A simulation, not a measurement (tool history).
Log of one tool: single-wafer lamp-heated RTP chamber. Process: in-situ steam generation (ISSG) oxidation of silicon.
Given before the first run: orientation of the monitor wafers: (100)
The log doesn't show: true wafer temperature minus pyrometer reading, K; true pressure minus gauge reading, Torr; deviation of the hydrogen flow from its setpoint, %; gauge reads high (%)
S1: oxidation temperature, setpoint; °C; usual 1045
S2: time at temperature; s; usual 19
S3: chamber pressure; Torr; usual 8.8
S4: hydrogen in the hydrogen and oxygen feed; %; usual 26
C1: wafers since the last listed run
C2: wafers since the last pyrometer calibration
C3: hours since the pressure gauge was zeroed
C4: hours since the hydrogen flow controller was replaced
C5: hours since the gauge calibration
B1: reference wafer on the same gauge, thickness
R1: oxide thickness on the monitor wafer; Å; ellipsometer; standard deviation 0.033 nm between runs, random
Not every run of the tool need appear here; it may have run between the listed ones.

Run 1, hour 0: usual settings; C1 0; C2 3494; C3 2593.3; C4 4088.9; C5 95; B1 5.951. Result: R1 71.53 Å.
Run 2, hour 15: usual settings but S3 9.2 Torr; C1 155; C2 3649; C3 2608.3; C4 4103.9; C5 110; B1 5.962. Result: R1 71.22 Å.
Run 3, hour 28.3: usual settings but S3 9.2 Torr; C1 137; C2 3786; C3 2621.6; C4 4117.2; C5 123.3; B1 5.963. Result: R1 71.54 Å.
Run 4, hour 55.6: usual settings; C1 282; C2 4069; C3 2648.9; C4 4144.5; C5 150.6; B1 5.967. Result: R1 71.98 Å.
Run 5, hour 85.4: usual settings; C1 308; C2 4377; C3 2678.7; C4 4174.3; C5 180.4; B1 5.958. Result: R1 71.2 Å.
Run 6, hour 109.9: usual settings but S1 1054 °C, S4 23 %; C1 253; C2 4631; C3 2703.2; C4 4198.8; C5 204.9; B1 5.956. Result: R1 72.77 Å.
Run 7, hour 123.7: usual settings but S1 1057 °C, S4 22 %; C1 142; C2 4774; C3 2717; C4 4212.6; C5 218.7; B1 5.962. Result: R1 73.34 Å.
Run 8, hour 136.4: usual settings but S1 1057 °C, S4 22 %; C1 131; C2 4905; C3 2729.7; C4 4225.3; C5 231.4; B1 5.962. Result: R1 74.05 Å.
Run 9, hour 156.1: usual settings but S1 1052 °C, S2 15 s; C1 203; C2 5109; C3 2749.4; C4 4245; C5 251.1; B1 5.954. Result: R1 65.89 Å.
At hour 172.1: pyrometer window cleaned and pyrometer calibrated.
Run 10, hour 190.4: usual settings but S1 1052 °C, S2 15 s; C1 272; C2 189; C3 2783.7; C4 4279.3; C5 285.4; B1 5.963. Result: R1 64.77 Å.
Run 11, hour 216.1: usual settings but S3 7.7 Torr, S4 18 %; C1 265; C2 455; C3 2809.4; C4 4305; C5 311.1; B1 5.96. Result: R1 64.9 Å.
Run 12, hour 229.8: usual settings; C1 141; C2 596; C3 2823.1; C4 4318.7; C5 324.8; B1 5.962. Result: R1 70.56 Å.
At hour 257.5: pressure gauge zeroed.
Run 13, hour 258: usual settings but S1 1032 °C, S3 9.4 Torr; C1 209; C2 805; C3 0.5; C4 4346.9; C5 353; B1 5.96. Result: R1 65.24 Å.
Run 14, hour 280.3: usual settings but S1 1055 °C, S2 15 s, S3 8 Torr; C1 230; C2 1036; C3 22.8; C4 4369.2; C5 375.3; B1 5.969. Result: R1 66.43 Å.
Run 15, hour 307.9: usual settings but S3 9.2 Torr; C1 285; C2 1322; C3 50.4; C4 4396.8; C5 402.9; B1 5.959. Result: R1 70.33 Å.
Run 16, hour 329.7: usual settings; C1 225; C2 1547; C3 72.2; C4 4418.6; C5 424.7; B1 5.961. Result: R1 70.97 Å.
Run 17, hour 350.9: usual settings; C1 219; C2 1767; C3 93.4; C4 4439.8; C5 445.9; B1 5.959. Result: R1 71.2 Å.
At hour 376.2: hydrogen flow controller replaced.
Run 18, hour 378.7: usual settings but S2 26 s, S3 7.3 Torr; C1 204; C2 1972; C3 121.2; C4 2.5; C5 473.7; B1 5.968. Result: R1 84.65 Å.
Run 19, hour 410.5: usual settings but S1 1035 °C, S2 16 s, S3 9.5 Torr; C1 329; C2 2301; C3 153; C4 34.3; C5 505.5; B1 5.954. Result: R1 61.59 Å.
Run 20, hour 444.8: usual settings but S1 1057 °C; C1 354; C2 2655; C3 187.3; C4 68.6; C5 539.8; B1 5.966. Result: R1 75.87 Å.
Run 21, hour 456.9: usual settings; C1 125; C2 2781; C3 199.4; C4 80.7; C5 551.9; B1 5.965. Result: R1 71.27 Å.
Run 22, hour 471.1: usual settings but S1 1033 °C, S2 14 s, S3 10.2 Torr, S4 32 %; C1 146; C2 2928; C3 213.6; C4 94.9; C5 566.1; B1 5.952. Result: R1 59.17 Å.
Run 23, hour 501.1: usual settings but S2 16 s, S3 7.8 Torr, S4 32 %; C1 310; C2 3238; C3 243.6; C4 124.9; C5 596.1; B1 5.96. Result: R1 70.05 Å.
Run 24, hour 520.5: usual settings but S1 1028 °C, S2 24 s, S3 10.2 Torr; C1 200; C2 3439; C3 263; C4 144.3; C5 615.5; B1 5.971. Result: R1 72.4 Å.
Run 25, hour 536.4: usual settings but S3 7.8 Torr, S4 18 %; C1 164; C2 3603; C3 278.9; C4 160.2; C5 631.4; B1 5.952. Result: R1 65.79 Å.
Run 26, hour 558.1: usual settings but S2 12 s; C1 224; C2 3828; C3 300.6; C4 181.9; C5 653.1; B1 5.963. Result: R1 56.63 Å.
At hour 560.9: gauge calibrated.
Run 27, hour 578.9: usual settings but S3 8.1 Torr; C1 215; C2 4043; C3 321.4; C4 202.7; C5 18; B1 5.961. Result: R1 71.96 Å.
Run 28, hour 605.5: usual settings; C1 275; C2 4318; C3 348; C4 229.3; C5 44.6; B1 5.968. Result: R1 71.49 Å.
At hour 666: pyrometer window cleaned and pyrometer calibrated.
Run 29, hour 707.6: usual settings; C1 973; C2 430; C3 450.1; C4 331.4; C5 146.7; B1 5.965. Result: R1 70.4 Å.
Run 30, hour 733.8: usual settings but S1 1056 °C; C1 271; C2 701; C3 476.3; C4 357.6; C5 172.9; B1 5.956. Result: R1 74.46 Å.
Run 31, hour 765.5: usual settings but S2 17 s, S3 9.8 Torr, S4 30 %; C1 328; C2 1029; C3 508; C4 389.3; C5 204.6; B1 5.963. Result: R1 68.25 Å.

State the hidden condition of the tool at each of the runs:
true pressure minus gauge reading, Torr: 0, the same for each run
deviation of the hydrogen flow from its setpoint, %: 0, the same for each run
gauge reads high (%): 0, the same for each run
H1: true wafer temperature minus pyrometer reading, K
run     H1
  1   4.43
  2   4.48
  3   4.52
  4   4.59
  5   4.66
  6    4.7
  7   4.72
  8   4.74
  9   4.77
 10  0.697
 11   1.31
 12   1.61
 13   2.13
 14   2.48
 15   2.85
 16   3.11
 17   3.32
 18   3.56
 19   3.78
 20   3.98
 21   4.04
 22   4.11
 23   4.23
 24   4.29
 25   4.34
 26    4.4
 27   4.45
 28    4.5
 29   1.81
 30   2.35
 31    2.9
